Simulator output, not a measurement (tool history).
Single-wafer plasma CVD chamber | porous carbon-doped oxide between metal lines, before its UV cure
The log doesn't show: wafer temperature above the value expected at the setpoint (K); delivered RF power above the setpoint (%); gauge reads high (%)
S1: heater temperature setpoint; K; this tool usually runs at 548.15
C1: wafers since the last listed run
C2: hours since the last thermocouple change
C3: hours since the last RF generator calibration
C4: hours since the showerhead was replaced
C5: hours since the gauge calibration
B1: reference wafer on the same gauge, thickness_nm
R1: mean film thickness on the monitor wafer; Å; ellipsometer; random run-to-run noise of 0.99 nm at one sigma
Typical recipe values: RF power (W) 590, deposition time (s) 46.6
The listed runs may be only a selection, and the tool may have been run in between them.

run 1 day=0 | S1=548.15 RF_power_(W)=590 deposition_time_(s)=46.6 | C1=0 C2=1795.4 C3=601.4 C4=633.6 C5=2552.2 | B1=304.026 | R1=3165.28
run 2 day=3.929 | S1=548.15 RF_power_(W)=590 deposition_time_(s)=46.6 | C1=2741 C2=1889.7 C3=695.7 C4=727.9 C5=2646.5 | B1=303.777 | R1=3173.75
run 3 day=6.179 | S1=548.15 RF_power_(W)=590 deposition_time_(s)=46.6 | C1=1569 C2=1943.7 C3=749.7 C4=781.9 C5=2700.5 | B1=304.315 | R1=3172.99
run 4 day=8.733 | S1=555.15 RF_power_(W)=640 deposition_time_(s)=46.6 | C1=1781 C2=2005 C3=811 C4=843.2 C5=2761.8 | B1=304.369 | R1=3255.61
run 5 day=18.021 | S1=555.15 RF_power_(W)=640 deposition_time_(s)=46.6 | C1=6479 C2=2227.9 C3=1033.9 C4=1066.1 C5=2984.7 | B1=304.216 | R1=3244.31
run 6 day=19.825 | S1=555.15 RF_power_(W)=640 deposition_time_(s)=46.6 | C1=1258 C2=2271.2 C3=1077.2 C4=1109.4 C5=3028 | B1=304.267 | R1=3246.99
run 7 day=21.921 | S1=548.15 RF_power_(W)=590 deposition_time_(s)=39.5 | C1=1462 C2=2321.5 C3=1127.5 C4=1159.7 C5=3078.3 | B1=303.935 | R1=2686.88
run 8 day=23.758 | S1=548.15 RF_power_(W)=590 deposition_time_(s)=39.5 | C1=1281 C2=2365.6 C3=1171.6 C4=1203.8 C5=3122.4 | B1=303.94 | R1=2698.72
run 9 day=25.979 | S1=548.15 RF_power_(W)=590 deposition_time_(s)=46.6 | C1=1549 C2=2418.9 C3=1224.9 C4=1257.1 C5=3175.7 | B1=303.894 | R1=3155.12
run 10 day=28.488 | S1=548.15 RF_power_(W)=590 deposition_time_(s)=46.6 | C1=1749 C2=2479.1 C3=1285.1 C4=1317.3 C5=3235.9 | B1=304.199 | R1=3165.71
run 11 day=32.579 | S1=548.15 RF_power_(W)=590 deposition_time_(s)=46.6 | C1=2854 C2=2577.3 C3=1383.3 C4=1415.5 C5=3334.1 | B1=303.953 | R1=3170.94
run 12 day=36.342 | S1=548.15 RF_power_(W)=505 deposition_time_(s)=46.6 | C1=2624 C2=2667.6 C3=1473.6 C4=1505.8 C5=3424.4 | B1=303.883 | R1=2810.46
-- day=37.979 gauge calibrated
run 13 day=39.496 | S1=548.15 RF_power_(W)=505 deposition_time_(s)=46.6 | C1=2200 C2=2743.3 C3=1549.3 C4=1581.5 C5=36.4 | B1=303.728 | R1=2814.83
-- day=41.667 thermocouple changed; heater temperature recalibrated
run 14 day=42.9 | S1=548.15 RF_power_(W)=505 deposition_time_(s)=46.6 | C1=2142 C2=29.6 C3=1631 C4=1663.2 C5=118.1 | B1=303.677 | R1=2749.28
run 15 day=44.462 | S1=548.15 RF_power_(W)=495 deposition_time_(s)=46.6 | C1=1090 C2=67.1 C3=1668.5 C4=1700.7 C5=155.6 | B1=303.861 | R1=2692.24
run 16 day=49.904 | S1=548.15 RF_power_(W)=495 deposition_time_(s)=46.6 | C1=3796 C2=197.7 C3=1799.1 C4=1831.3 C5=286.2 | B1=304.048 | R1=2701.88
run 17 day=51.754 | S1=548.15 RF_power_(W)=690 deposition_time_(s)=39.4 | C1=1290 C2=242.1 C3=1843.5 C4=1875.7 C5=330.6 | B1=303.629 | R1=2958.59
run 18 day=53.925 | S1=548.15 RF_power_(W)=590 deposition_time_(s)=46.6 | C1=1514 C2=294.2 C3=1895.6 C4=1927.8 C5=382.7 | B1=304.169 | R1=3089.69
run 19 day=58.329 | S1=538.15 RF_power_(W)=485 deposition_time_(s)=46.6 | C1=3072 C2=399.9 C3=2001.3 C4=2033.5 C5=488.4 | B1=303.534 | R1=2804.88
run 20 day=60.621 | S1=548.15 RF_power_(W)=590 deposition_time_(s)=46.6 | C1=1598 C2=454.9 C3=2056.3 C4=2088.5 C5=543.4 | B1=304.285 | R1=3108.32
-- day=63.2 thermocouple changed; heater temperature recalibrated, repeated, since the last time left the tool worse
run 21 day=64.846 | S1=548.15 RF_power_(W)=475 deposition_time_(s)=38.2 | C1=2715 C2=39.5 C3=2157.7 C4=2189.9 C5=644.8 | B1=304.132 | R1=2242.27
run 22 day=66.958 | S1=548.15 RF_power_(W)=655 deposition_time_(s)=37.5 | C1=1473 C2=90.2 C3=2208.4 C4=2240.6 C5=695.5 | B1=303.87 | R1=2816.06
run 23 day=68.512 | S1=548.15 RF_power_(W)=590 deposition_time_(s)=46.6 | C1=1084 C2=127.5 C3=2245.7 C4=2277.9 C5=732.8 | B1=304.08 | R1=3214.1
run 24 day=70.579 | S1=548.15 RF_power_(W)=590 deposition_time_(s)=46.6 | C1=1441 C2=177.1 C3=2295.3 C4=2327.5 C5=782.4 | B1=303.57 | R1=3200.89
-- day=72.846 RF generator calibrated
run 25 day=74.85 | S1=538.15 RF_power_(W)=535 deposition_time_(s)=43.7 | C1=2747 C2=279.6 C3=48.1 C4=2430 C5=884.9 | B1=304.314 | R1=2953.02
-- day=77.458 showerhead replaced
run 26 day=77.479 | S1=557.15 RF_power_(W)=590 deposition_time_(s)=49.6 | C1=1601 C2=342.7 C3=111.2 C4=0.5 C5=948 | B1=303.738 | R1=3220.87
run 27 day=78.946 | S1=548.15 RF_power_(W)=590 deposition_time_(s)=46.6 | C1=1023 C2=377.9 C3=146.4 C4=35.7 C5=983.2 | B1=304.203 | R1=3190.85
run 28 day=83.1 | S1=552.15 RF_power_(W)=475 deposition_time_(s)=39.9 | C1=2898 C2=477.6 C3=246.1 C4=135.4 C5=1082.9 | B1=304.021 | R1=2259.39
run 29 day=87.45 | S1=553.15 RF_power_(W)=590 deposition_time_(s)=43.2 | C1=3034 C2=582 C3=350.5 C4=239.8 C5=1187.3 | B1=304.107 | R1=2873.87
run 30 day=91.188 | S1=548.15 RF_power_(W)=590 deposition_time_(s)=46.6 | C1=2607 C2=671.7 C3=440.2 C4=329.5 C5=1277 | B1=303.972 | R1=3174.35
run 31 day=94.033 | S1=537.15 RF_power_(W)=590 deposition_time_(s)=43.4 | C1=1985 C2=740 C3=508.5 C4=397.8 C5=1345.3 | B1=304.09 | R1=3179.51
run 32 day=96.158 | S1=538.15 RF_power_(W)=485 deposition_time_(s)=46.6 | C1=1482 C2=791 C3=559.5 C4=448.8 C5=1396.3 | B1=304.106 | R1=2878.15
run 33 day=99.3 | S1=561.15 RF_power_(W)=525 deposition_time_(s)=46.6 | C1=2191 C2=866.4 C3=634.9 C4=524.2 C5=1471.7 | B1=304.013 | R1=2689.16
run 34 day=101.588 | S1=536.15 RF_power_(W)=590 deposition_time_(s)=46.6 | C1=1595 C2=921.3 C3=689.8 C4=579.1 C5=1526.6 | B1=303.976 | R1=3398.71
run 35 day=104.838 | S1=548.15 RF_power_(W)=590 deposition_time_(s)=46.6 | C1=2267 C2=999.3 C3=767.8 C4=657.1 C5=1604.6 | B1=303.888 | R1=3159.58

Exercise: give the hidden state of the tool at every run:
delivered RF power above the setpoint (%): 0 in every run
gauge reads high (%): 0 in every run
H1: wafer temperature above the value expected at the setpoint (K)
run=1 H1=2.62
run=2 H1=2.67
run=3 H1=2.7
run=4 H1=2.73
run=5 H1=2.82
run=6 H1=2.83
run=7 H1=2.85
run=8 H1=2.87
run=9 H1=2.88
run=10 H1=2.9
run=11 H1=2.93
run=12 H1=2.95
run=13 H1=2.97
run=14 H1=6.44
run=15 H1=6.57
run=16 H1=6.99
run=17 H1=7.12
run=18 H1=7.27
run=19 H1=7.54
run=20 H1=7.67
run=21 H1=0.323
run=22 H1=0.498
run=23 H1=0.621
run=24 H1=0.777
run=25 H1=1.08
run=26 H1=1.24
run=27 H1=1.33
run=28 H1=1.57
run=29 H1=1.79
run=30 H1=1.97
run=31 H1=2.09
run=32 H1=2.17
run=33 H1=2.29
run=34 H1=2.37
run=35 H1=2.48

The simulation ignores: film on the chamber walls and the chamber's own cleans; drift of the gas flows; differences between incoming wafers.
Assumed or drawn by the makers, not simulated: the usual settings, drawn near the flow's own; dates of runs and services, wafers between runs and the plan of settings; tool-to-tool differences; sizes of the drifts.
